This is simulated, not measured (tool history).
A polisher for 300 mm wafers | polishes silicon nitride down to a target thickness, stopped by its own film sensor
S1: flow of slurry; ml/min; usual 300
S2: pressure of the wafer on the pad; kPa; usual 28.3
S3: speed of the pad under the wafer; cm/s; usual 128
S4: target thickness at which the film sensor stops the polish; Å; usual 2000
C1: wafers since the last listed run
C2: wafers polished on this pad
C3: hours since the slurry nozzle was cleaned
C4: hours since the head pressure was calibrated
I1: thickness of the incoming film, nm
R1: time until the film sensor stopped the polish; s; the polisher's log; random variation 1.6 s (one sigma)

| run | day | S1 | S2 | S3 | S4 | C1 | C2 | C3 | C4 | I1 | R1 |
|---|---|---|---|---|---|---|---|---|---|---|---|
| 1 | 0.000 | 300 | 28.3 | 128 | 2000 | 0 | 464 | 311.0 | 757.3 | 448.0 | 89.7 |
| 2 | 0.700 | 300 | 28.3 | 128 | 2000 | 89 | 554 | 327.8 | 774.1 | 452.7 | 92.7 |
| 3 | 1.288 | 300 | 28.3 | 128 | 2000 | 75 | 630 | 341.9 | 788.2 | 451.6 | 92.3 |
| 4 | 2.021 | 300 | 28.3 | 128 | 2000 | 94 | 724 | 359.5 | 805.8 | 448.9 | 92.5 |
| 5 | 2.533 | 300 | 28.3 | 128 | 2000 | 65 | 790 | 371.8 | 818.1 | 452.4 | 92.6 |
| 6 | 2.833 | 300 | 28.3 | 138 | 2000 | 38 | 828 | 379.0 | 825.3 | 448.3 | 81.8 |
| 7 | 3.546 | 300 | 31.7 | 128 | 2000 | 91 | 920 | 396.1 | 842.4 | 450.4 | 80.8 |
|  | 3.792 | head pressure recalibrated |
| 8 | 3.958 | 385 | 37.9 | 142 | 2360 | 42 | 962 | 406.0 | 4.0 | 448.9 | 54.4 |
| 9 | 4.658 | 215 | 35.2 | 128 | 1200 | 89 | 1052 | 422.8 | 20.8 | 450.4 | 102.6 |
| 10 | 5.188 | 300 | 24.8 | 152 | 2000 | 68 | 1120 | 435.5 | 33.5 | 444.9 | 92.5 |
| 11 | 5.846 | 300 | 28.3 | 128 | 2660 | 84 | 1205 | 451.3 | 49.3 | 451.9 | 70.3 |
|  | 6.288 | worn pad replaced by a new one |
|  | 6.512 | slurry nozzle cleaned |
| 12 | 6.533 | 300 | 28.3 | 128 | 2000 | 61 | 26 | 0.5 | 65.8 | 444.9 | 101.1 |
| 13 | 6.962 | 300 | 28.3 | 152 | 2000 | 55 | 81 | 10.8 | 76.1 | 451.1 | 87.7 |
| 14 | 7.579 | 300 | 28.3 | 128 | 2400 | 79 | 160 | 25.6 | 90.9 | 446.1 | 84.1 |
|  | 8.604 | worn pad replaced by a new one, repeated, since the last time left the tool worse |
| 15 | 9.521 | 235 | 37.9 | 168 | 2000 | 228 | 117 | 72.2 | 137.5 | 453.1 | 53.8 |

5 ways to go on from here, each from the tool as it stands after run 15. What would each give?
| A | 9.542 | 300 | 28.3 | 128 | 2000 | 2 | 120 | 72.7 | 138.0 | 452.1 | ? |
| B | 9.542 | 240 | 28.3 | 128 | 2000 | 2 | 120 | 72.7 | 138.0 | 452.1 | ? |
| C | 9.542 | 300 | 33.8 | 168 | 2000 | 2 | 120 | 72.7 | 138.0 | 452.1 | ? |
| D | 9.542 | 300 | 28.3 | 158 | 2000 | 2 | 120 | 72.7 | 138.0 | 452.1 | ? |
| E | 9.542 | 365 | 22.8 | 128 | 2330 | 2 | 120 | 72.7 | 138.0 | 452.1 | ? |

| run | R1 |
|---|---|
| A | 89.4 |
| B | 91.0 |
| C | 60.2 |
| D | 75.6 |
| E | 95.3 |
Without the tool's hidden state the same runs would have given:
| run | R1 |
|---|---|
| A | 88.8 |
| B | 90.3 |
| C | 59.8 |
| D | 75.0 |
| E | 94.6 |
